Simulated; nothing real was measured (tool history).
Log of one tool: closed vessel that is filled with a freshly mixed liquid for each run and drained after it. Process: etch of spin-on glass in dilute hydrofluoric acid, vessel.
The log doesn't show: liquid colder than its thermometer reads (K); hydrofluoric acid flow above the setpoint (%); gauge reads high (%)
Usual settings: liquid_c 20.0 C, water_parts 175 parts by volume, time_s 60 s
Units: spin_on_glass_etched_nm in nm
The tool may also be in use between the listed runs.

run     day  liquid_c  water_parts  time_s  wafers since the last listed run  hours since the thermometer was replaced  hours since the hydrofluoric acid flow meter was replaced  hours since the gauge calibration  read-back film thickness of the spin-on glass reference wafer, read on the same gauge (nm)  spin_on_glass_etched_nm
  1   0.000      20.0          175      60                                 0                                      75.0                                                     1170.2                              745.9                                                                                      149.99                     6.80
  2   2.054      20.0          175      60                              6657                                     124.3                                                     1219.5                              795.2                                                                                      150.02                     6.80
  3   5.842      20.0          175      60                             12274                                     215.2                                                     1310.4                              886.1                                                                                      150.01                     6.72
  4   9.817      20.0          175      60                             12882                                     310.6                                                     1405.8                              981.5                                                                                      149.97                     6.70
  5  15.821      20.0          175      60                             19458                                     454.7                                                     1549.9                             1125.6                                                                                      150.05                     6.73
  6  20.154      17.0          175      60                             14043                                     558.7                                                     1653.9                             1229.6                                                                                      149.96                     5.93
  7  22.983      17.0          175      60                              9169                                     626.6                                                     1721.8                             1297.5                                                                                      149.98                     5.92
  8  25.062      17.0          175      60                              6738                                     676.5                                                     1771.7                             1347.4                                                                                      150.00                     5.84
  9  29.438      20.0          175      60                             14178                                     781.5                                                     1876.7                             1452.4                                                                                      149.98                     6.53
 10  31.712      20.0          175      60                              7373                                     836.1                                                     1931.3                             1507.0                                                                                      150.01                     6.57
 11  33.229      17.0           95      90                              4915                                     872.5                                                     1967.7                             1543.4                                                                                      150.00                    17.25
     38.742  -- thermometer replaced
     38.796  -- hydrofluoric acid flow meter replaced
 12  38.900      23.0          175      35                             18108                                       3.8                                                        2.5                             1679.5                                                                                      150.01                     4.15
 13  41.042      20.0          120      60                              6940                                      55.2                                                       53.9                             1730.9                                                                                      149.99                     9.65
 14  44.883      17.0           95      60                             12450                                     147.4                                                      146.1                             1823.1                                                                                      149.98                    10.99
     47.758  -- gauge calibrated
 15  48.612      23.0          175      80                             12085                                     236.9                                                      235.6                               20.5                                                                                      150.01                     9.35
 16  51.333      20.0          260      60                              8817                                     302.2                                                      300.9                               85.8                                                                                      150.01                     3.84
 17  54.988      20.0          175      60                             11842                                     389.9                                                      388.6                              173.5                                                                                      150.01                     6.12
     55.296  -- thermometer replaced, repeated, since the last time left the tool worse
 18  57.767      20.0          175      60                              8871                                      59.3                                                      455.3                              240.2                                                                                      149.99                     6.79
 19  62.033      20.0          175      60                             13827                                     161.7                                                      557.7                              342.6                                                                                      149.99                     6.83
 20  64.521      20.0          175      45                              8061                                     221.4                                                      617.4                              402.3                                                                                      150.00                     5.06
 21  68.004      23.0          175      35                             11289                                     305.0                                                      701.0                              485.9                                                                                      149.98                     4.40

Forecast each of these 5 alternatives for the next run:
  A  68.033      20.0          175      60                                94                                     305.7                                                      701.7                              486.6                                                                                           ?                        ?
  B  68.033      22.5          235      30                                94                                     305.7                                                      701.7                              486.6                                                                                           ?                        ?
  C  68.033      20.0          120      40                                94                                     305.7                                                      701.7                              486.6                                                                                           ?                        ?
  D  68.033      18.5          140      60                                94                                     305.7                                                      701.7                              486.6                                                                                           ?                        ?
  E  68.033      24.5          175      90                                94                                     305.7                                                      701.7                              486.6                                                                                           ?                        ?

run  read-back film thickness of the spin-on glass reference wafer, read on the same gauge (nm)  spin_on_glass_etched_nm
  A                                                                                      150.01                     6.74
  B                                                                                      150.01                     2.60
  C                                                                                      150.01                     6.94
  D                                                                                      150.01                     8.22
  E                                                                                      150.01                    12.02
Without the tool's hidden state the same runs would have given:
run  spin_on_glass_etched_nm
  A                     6.87
  B                     2.65
  C                     7.08
  D                     8.38
  E                    12.25
